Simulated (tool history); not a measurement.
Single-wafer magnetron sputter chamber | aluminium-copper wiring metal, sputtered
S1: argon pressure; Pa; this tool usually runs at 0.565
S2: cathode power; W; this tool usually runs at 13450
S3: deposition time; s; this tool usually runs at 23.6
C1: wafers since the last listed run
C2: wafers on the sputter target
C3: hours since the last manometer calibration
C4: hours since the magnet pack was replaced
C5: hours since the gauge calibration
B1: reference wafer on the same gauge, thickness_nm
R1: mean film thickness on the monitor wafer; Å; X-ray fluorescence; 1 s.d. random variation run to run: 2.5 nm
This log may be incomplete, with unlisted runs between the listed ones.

run   hour     S1     S2    S3    C1    C2      C3      C4      C5       B1       R1
  1      0  0.565  13450  23.6     0  2758     599  3905.9  1085.6  489.958  4830.45
  2   63.5  0.565  13450  23.6  1048  3807   662.5  3969.4  1149.1   489.83   4851.6
  3  127.8  0.565  13450  23.6  1062  4869   726.8  4033.7  1213.4  489.875  4851.22
     161.4  -- sputter target and shields replaced
  4  217.4  0.565  13450  23.6  1347   924   816.4  4123.3    1303  490.808  4792.42
  5  254.7  0.565  13450  23.6   616  1541   853.7  4160.6  1340.3  489.763   4896.6
  6  578.1  0.565  13450  23.6  5342  6883  1177.1    4484  1663.7  489.611  4860.88
     588.2  -- sputter target and shields replaced
  7  679.7  0.565  13450  23.6  1546  1511  1278.7  4585.6  1765.3  490.005  4892.52
  8  722.9  0.565  13450  20.9   713  2225  1321.9  4628.8  1808.5  489.495  4315.38
  9  789.4  0.565  13450  20.9  1098  3323  1388.4  4695.3    1875  489.653  4270.92
     842.1  -- capacitance manometer re-zeroed and calibrated
 10  865.4  0.565  16000  23.6  1123  4447    23.3  4771.3    1951  489.485  5785.43
     941.6  -- gauge calibrated
 11  948.2  0.503  13450  21.3  1367  5814   106.1  4854.1     6.6  489.087  4529.95

The next listed run, before its measurement:
      982.9  -- sputter target and shields replaced
 12  1003.3  0.565  15600  23.6  778  337  161.2  4909.2  61.7   ?   ?

B1: 490.414
R1: 5562.3 Å
With no hidden state in the tool, this same run would have given R1 5562.3 Å.
